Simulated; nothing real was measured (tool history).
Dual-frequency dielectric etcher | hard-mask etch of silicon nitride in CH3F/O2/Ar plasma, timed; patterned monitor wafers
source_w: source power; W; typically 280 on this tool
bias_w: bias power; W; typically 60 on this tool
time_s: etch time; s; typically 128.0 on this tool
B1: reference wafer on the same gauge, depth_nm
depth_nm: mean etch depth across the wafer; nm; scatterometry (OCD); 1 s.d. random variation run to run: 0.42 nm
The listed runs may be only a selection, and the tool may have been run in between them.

Run 1, hour 0.0: usual settings; B1 71.2. Result: depth_nm 73.5 nm.
Run 2, hour 24.1: usual settings; B1 71.3. Result: depth_nm 73.2 nm.
Run 3, hour 58.6: usual settings; B1 71.3. Result: depth_nm 74.6 nm.
Run 4, hour 77.2: usual settings but time_s 117.5 s; B1 71.3. Result: depth_nm 67.9 nm.
Run 5, hour 92.8: usual settings but time_s 151.0 s; B1 71.3. Result: depth_nm 86.9 nm.
Run 6, hour 118.7: usual settings but time_s 151.0 s; B1 71.3. Result: depth_nm 87.8 nm.
Run 7, hour 139.1: usual settings; B1 71.3. Result: depth_nm 74.6 nm.
Run 8, hour 157.4: usual settings; B1 71.4. Result: depth_nm 75.0 nm.
Run 9, hour 169.7: usual settings; B1 71.3. Result: depth_nm 74.4 nm.
Run 10, hour 181.8: usual settings but bias_w 65 W; B1 71.3. Result: depth_nm 76.7 nm.
At hour 202.7: bias power generator calibrated.
Run 11, hour 209.7: usual settings but bias_w 50 W; B1 71.4. Result: depth_nm 70.9 nm.
Run 12, hour 224.7: usual settings but source_w 260 W, bias_w 50 W, time_s 112.0 s; B1 71.3. Result: depth_nm 60.4 nm.
At hour 248.8: upper electrode replaced.
At hour 266.6: wet clean of the chamber.
Run 13, hour 267.1: usual settings; B1 71.3. Result: depth_nm 71.2 nm.
At hour 279.6: gauge calibrated.
Run 14, hour 282.1: usual settings but source_w 300 W, bias_w 45 W, time_s 107.5 s; B1 71.3. Result: depth_nm 56.5 nm.
Run 15, hour 304.5: usual settings; B1 71.4. Result: depth_nm 71.7 nm.
At hour 315.7: source power generator calibrated.
Run 16, hour 332.3: usual settings but source_w 350 W, bias_w 53 W, time_s 146.5 s; B1 71.4. Result: depth_nm 86.2 nm.
Run 17, hour 349.5: usual settings but bias_w 53 W; B1 71.4. Result: depth_nm 69.1 nm.
Run 18, hour 382.1: usual settings but source_w 260 W, bias_w 51 W, time_s 147.0 s; B1 71.4. Result: depth_nm 76.2 nm.
Run 19, hour 405.2: usual settings but source_w 240 W, bias_w 49 W; B1 71.4. Result: depth_nm 64.2 nm.
Run 20, hour 422.5: usual settings; B1 71.3. Result: depth_nm 72.5 nm.

Measured result minus the same run's result without the hidden state. Both carry the same run-to-run variation, though not necessarily the same gauge scatter:
Hidden conditions of the tool in this case: etch rate over this chamber's usual, %; source power that arrives over what is set, %; bias power that arrives over what is set, %; gauge reads high (%).
run  depth_nm
  1      +2.3
  2      +2.5
  3      +2.8
  4      +2.6
  5      +3.5
  6      +3.7
  7      +3.3
  8      +3.4
  9      +3.4
 10      +3.6
 11      +3.5
 12      +3.0
 13      +0.3
 14      +0.3
 15      +0.5
 16      +0.9
 17      +0.8
 18      +1.1
 19      +1.0
 20      +1.3

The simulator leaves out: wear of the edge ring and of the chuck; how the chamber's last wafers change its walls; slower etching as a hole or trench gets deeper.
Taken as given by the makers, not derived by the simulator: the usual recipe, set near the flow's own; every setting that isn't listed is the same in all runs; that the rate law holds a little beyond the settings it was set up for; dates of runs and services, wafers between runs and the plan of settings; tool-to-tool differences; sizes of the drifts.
